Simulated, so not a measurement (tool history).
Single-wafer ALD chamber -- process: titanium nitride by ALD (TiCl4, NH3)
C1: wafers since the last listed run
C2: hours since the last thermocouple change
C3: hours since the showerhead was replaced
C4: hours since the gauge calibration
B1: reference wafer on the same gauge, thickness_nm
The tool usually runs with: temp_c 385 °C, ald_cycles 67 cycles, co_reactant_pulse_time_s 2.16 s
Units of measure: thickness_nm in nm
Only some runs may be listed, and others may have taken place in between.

Run 1, day 0.000: usual settings; C1 0; C2 458.0; C3 3989.1; C4 510.1; B1 1.262. Result: thickness_nm 1.567 nm.
Run 2, day 1.121: usual settings but temp_c 391 °C, co_reactant_pulse_time_s 2.75 s; C1 132; C2 484.9; C3 4016.0; C4 537.0; B1 1.260. Result: thickness_nm 1.606 nm.
Run 3, day 3.088: usual settings but temp_c 391 °C, co_reactant_pulse_time_s 2.75 s; C1 231; C2 532.1; C3 4063.2; C4 584.2; B1 1.262. Result: thickness_nm 1.598 nm.
Run 4, day 4.696: usual settings but temp_c 391 °C, co_reactant_pulse_time_s 2.75 s; C1 189; C2 570.7; C3 4101.8; C4 622.8; B1 1.262. Result: thickness_nm 1.615 nm.
Run 5, day 12.654: usual settings but co_reactant_pulse_time_s 2.48 s; C1 938; C2 761.7; C3 4292.8; C4 813.8; B1 1.262. Result: thickness_nm 1.596 nm.
Run 6, day 15.533: usual settings but co_reactant_pulse_time_s 2.48 s; C1 339; C2 830.8; C3 4361.9; C4 882.9; B1 1.263. Result: thickness_nm 1.589 nm.
Run 7, day 16.933: usual settings but co_reactant_pulse_time_s 1.67 s; C1 165; C2 864.4; C3 4395.5; C4 916.5; B1 1.265. Result: thickness_nm 1.554 nm.
Run 8, day 18.658: usual settings but co_reactant_pulse_time_s 1.67 s; C1 203; C2 905.8; C3 4436.9; C4 957.9; B1 1.262. Result: thickness_nm 1.551 nm.
Run 9, day 19.700: usual settings but co_reactant_pulse_time_s 1.67 s; C1 122; C2 930.8; C3 4461.9; C4 982.9; B1 1.263. Result: thickness_nm 1.549 nm.
Run 10, day 22.083: usual settings but ald_cycles 59 cycles; C1 281; C2 988.0; C3 4519.1; C4 1040.1; B1 1.264. Result: thickness_nm 1.392 nm.
Run 11, day 23.658: usual settings but ald_cycles 59 cycles; C1 185; C2 1025.8; C3 4556.9; C4 1077.9; B1 1.264. Result: thickness_nm 1.392 nm.
At day 24.546: gauge calibrated.
Run 12, day 25.012: usual settings but co_reactant_pulse_time_s 1.71 s; C1 159; C2 1058.3; C3 4589.4; C4 11.2; B1 1.248. Result: thickness_nm 1.538 nm.
Run 13, day 26.458: usual settings but co_reactant_pulse_time_s 1.71 s; C1 170; C2 1093.0; C3 4624.1; C4 45.9; B1 1.250. Result: thickness_nm 1.547 nm.
Run 14, day 30.854: usual settings but co_reactant_pulse_time_s 1.71 s; C1 518; C2 1198.5; C3 4729.6; C4 151.4; B1 1.254. Result: thickness_nm 1.543 nm.
Run 15, day 33.071: usual settings; C1 261; C2 1251.7; C3 4782.8; C4 204.6; B1 1.256. Result: thickness_nm 1.572 nm.
Run 16, day 34.096: usual settings but co_reactant_pulse_time_s 1.67 s; C1 120; C2 1276.3; C3 4807.4; C4 229.2; B1 1.257. Result: thickness_nm 1.541 nm.
Run 17, day 37.033: usual settings but co_reactant_pulse_time_s 1.67 s; C1 346; C2 1346.8; C3 4877.9; C4 299.7; B1 1.258. Result: thickness_nm 1.549 nm.
Run 18, day 39.204: usual settings; C1 256; C2 1398.9; C3 4930.0; C4 351.8; B1 1.258. Result: thickness_nm 1.578 nm.
Run 19, day 40.896: usual settings; C1 199; C2 1439.5; C3 4970.6; C4 392.4; B1 1.259. Result: thickness_nm 1.571 nm.
Run 20, day 43.121: usual settings but temp_c 372 °C, ald_cycles 55 cycles; C1 262; C2 1492.9; C3 5024.0; C4 445.8; B1 1.260. Result: thickness_nm 1.269 nm.
Run 21, day 44.833: usual settings; C1 201; C2 1534.0; C3 5065.1; C4 486.9; B1 1.260. Result: thickness_nm 1.579 nm.
At day 46.988: showerhead replaced.
Run 22, day 48.050: usual settings but co_reactant_pulse_time_s 1.67 s; C1 340; C2 1611.2; C3 25.5; C4 564.1; B1 1.260. Result: thickness_nm 1.556 nm.
Run 23, day 50.004: usual settings but temp_c 373 °C, co_reactant_pulse_time_s 2.41 s; C1 230; C2 1658.1; C3 72.4; C4 611.0; B1 1.261. Result: thickness_nm 1.565 nm.
At day 50.871: thermocouple changed; heater temperature recalibrated.
Run 24, day 52.579: usual settings but temp_c 391 °C, ald_cycles 58 cycles; C1 264; C2 41.0; C3 134.2; C4 672.8; B1 1.260. Result: thickness_nm 1.374 nm.
Run 25, day 55.362: usual settings but temp_c 395 °C, ald_cycles 79 cycles; C1 328; C2 107.8; C3 201.0; C4 739.6; B1 1.261. Result: thickness_nm 1.883 nm.
Run 26, day 56.883: usual settings but ald_cycles 58 cycles; C1 179; C2 144.3; C3 237.5; C4 776.1; B1 1.260. Result: thickness_nm 1.359 nm.
Run 27, day 59.754: usual settings but temp_c 380 °C, ald_cycles 63 cycles, co_reactant_pulse_time_s 2.64 s; C1 338; C2 213.2; C3 306.4; C4 845.0; B1 1.262. Result: thickness_nm 1.489 nm.
Run 28, day 60.888: usual settings but co_reactant_pulse_time_s 1.78 s; C1 133; C2 240.4; C3 333.6; C4 872.2; B1 1.264. Result: thickness_nm 1.559 nm.
Run 29, day 63.467: usual settings but temp_c 389 °C, co_reactant_pulse_time_s 2.89 s; C1 304; C2 302.3; C3 395.5; C4 934.1; B1 1.262. Result: thickness_nm 1.605 nm.
Run 30, day 66.004: usual settings but ald_cycles 62 cycles; C1 299; C2 363.2; C3 456.4; C4 995.0; B1 1.261. Result: thickness_nm 1.455 nm.

How the hidden state differs across the entries between the runs, from the last listed run before each to the first after it:
From run 11 to run 12: gauge calibrated (day 24.546)
  gauge reads high (%): 1.06 -> -0.0158
  measured less the result without the state, thickness_nm: +0.015 -> +0.000 nm
From run 21 to run 22: showerhead replaced (day 46.988)
  gauge reads high (%): 0.802 -> 0.853
  measured less the result without the state, thickness_nm: +0.012 -> +0.014 nm
From run 23 to run 24: thermocouple changed; heater temperature recalibrated (day 50.871)
  gauge reads high (%): 0.879 -> 0.907
  measured less the result without the state, thickness_nm: +0.014 -> +0.012 nm
